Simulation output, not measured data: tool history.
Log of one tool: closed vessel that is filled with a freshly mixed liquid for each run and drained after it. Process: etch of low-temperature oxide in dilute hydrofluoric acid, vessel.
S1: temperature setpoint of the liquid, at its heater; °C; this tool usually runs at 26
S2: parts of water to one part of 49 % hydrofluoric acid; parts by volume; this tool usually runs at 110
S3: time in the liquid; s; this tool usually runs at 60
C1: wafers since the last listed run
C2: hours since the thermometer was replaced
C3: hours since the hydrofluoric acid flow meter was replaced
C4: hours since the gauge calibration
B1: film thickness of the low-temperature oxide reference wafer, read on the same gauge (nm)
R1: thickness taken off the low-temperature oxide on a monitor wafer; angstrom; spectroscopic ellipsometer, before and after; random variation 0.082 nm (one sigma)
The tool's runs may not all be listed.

run 1 hour=0 | S1=26 S2=110 S3=60 | C1=0 C2=1222.2 C3=441.5 C4=359.1 | B1=109.97 | R1=86.9
run 2 hour=55.4 | S1=26 S2=110 S3=60 | C1=6702 C2=1277.6 C3=496.9 C4=414.5 | B1=110.06 | R1=87.3
run 3 hour=114.9 | S1=26 S2=110 S3=60 | C1=7198 C2=1337.1 C3=556.4 C4=474 | B1=110.03 | R1=85.4
run 4 hour=150.4 | S1=22.5 S2=145 S3=60 | C1=4295 C2=1372.6 C3=591.9 C4=509.5 | B1=109.99 | R1=53.9
run 5 hour=187.6 | S1=22.5 S2=145 S3=60 | C1=4500 C2=1409.8 C3=629.1 C4=546.7 | B1=109.99 | R1=53.2
run 6 hour=214.6 | S1=22.5 S2=145 S3=60 | C1=3266 C2=1436.8 C3=656.1 C4=573.7 | B1=110.05 | R1=52.3
run 7 hour=255.2 | S1=26 S2=70 S3=60 | C1=4912 C2=1477.4 C3=696.7 C4=614.3 | B1=110.01 | R1=140
run 8 hour=296.5 | S1=27.5 S2=95 S3=60 | C1=4996 C2=1518.7 C3=738 C4=655.6 | B1=110.01 | R1=106.6
-- hour=340.6 thermometer replaced
run 9 hour=344.7 | S1=27.5 S2=95 S3=60 | C1=5710 C2=4.1 C3=786.2 C4=703.8 | B1=109.98 | R1=105.1
run 10 hour=385.4 | S1=22.5 S2=110 S3=60 | C1=4924 C2=44.8 C3=826.9 C4=744.5 | B1=110.01 | R1=72.3
run 11 hour=450.2 | S1=22.5 S2=110 S3=60 | C1=7840 C2=109.6 C3=891.7 C4=809.3 | B1=110 | R1=72.1
-- hour=472.7 gauge calibrated
run 12 hour=517.2 | S1=26 S2=110 S3=35 | C1=8106 C2=176.6 C3=958.7 C4=44.5 | B1=109.96 | R1=47.2
run 13 hour=555.1 | S1=26 S2=110 S3=60 | C1=4585 C2=214.5 C3=996.6 C4=82.4 | B1=110.01 | R1=81.4
-- hour=587.8 hydrofluoric acid flow meter replaced
run 14 hour=615.6 | S1=22 S2=110 S3=70 | C1=7198 C2=275 C3=27.8 C4=142.9 | B1=110 | R1=87.5
run 15 hour=642.9 | S1=23 S2=75 S3=35 | C1=3302 C2=302.3 C3=55.1 C4=170.2 | B1=110.01 | R1=69.5
run 16 hour=668.8 | S1=26 S2=70 S3=60 | C1=3133 C2=328.2 C3=81 C4=196.1 | B1=110.02 | R1=146
run 17 hour=722.8 | S1=26 S2=110 S3=60 | C1=6533 C2=382.2 C3=135 C4=250.1 | B1=109.98 | R1=86.8
run 18 hour=793.4 | S1=29.5 S2=130 S3=30 | C1=8541 C2=452.8 C3=205.6 C4=320.7 | B1=109.99 | R1=41.2
run 19 hour=846.6 | S1=30.5 S2=130 S3=70 | C1=6436 C2=506 C3=258.8 C4=373.9 | B1=109.95 | R1=97.5
run 20 hour=885.4 | S1=26 S2=110 S3=60 | C1=4694 C2=544.8 C3=297.6 C4=412.7 | B1=110.01 | R1=84.8
run 21 hour=929.7 | S1=28.5 S2=110 S3=70 | C1=5359 C2=589.1 C3=341.9 C4=457 | B1=110 | R1=108.5
run 22 hour=986.2 | S1=26 S2=140 S3=75 | C1=6835 C2=645.6 C3=398.4 C4=513.5 | B1=109.98 | R1=81.7

Below are 4 alternative next runs, each starting from the tool's condition after run 22. Predict each:
run A hour=986.9 | S1=26 S2=110 S3=40 | C1=84 C2=646.3 C3=399.1 C4=514.2 | B1=? | R1=?
run B hour=986.9 | S1=26 S2=75 S3=60 | C1=84 C2=646.3 C3=399.1 C4=514.2 | B1=? | R1=?
run C hour=986.9 | S1=26 S2=85 S3=60 | C1=84 C2=646.3 C3=399.1 C4=514.2 | B1=? | R1=?
run D hour=986.9 | S1=29.5 S2=150 S3=90 | C1=84 C2=646.3 C3=399.1 C4=514.2 | B1=? | R1=?

run=A B1=110.04 R1=56.8
run=B B1=110.04 R1=131.1
run=C B1=110.04 R1=114.1
run=D B1=110.04 R1=101.2
Without the tool's unlogged condition, the same runs would have read:
run=A R1=60.4
run=B R1=139.1
run=C R1=121.1
run=D R1=107.9
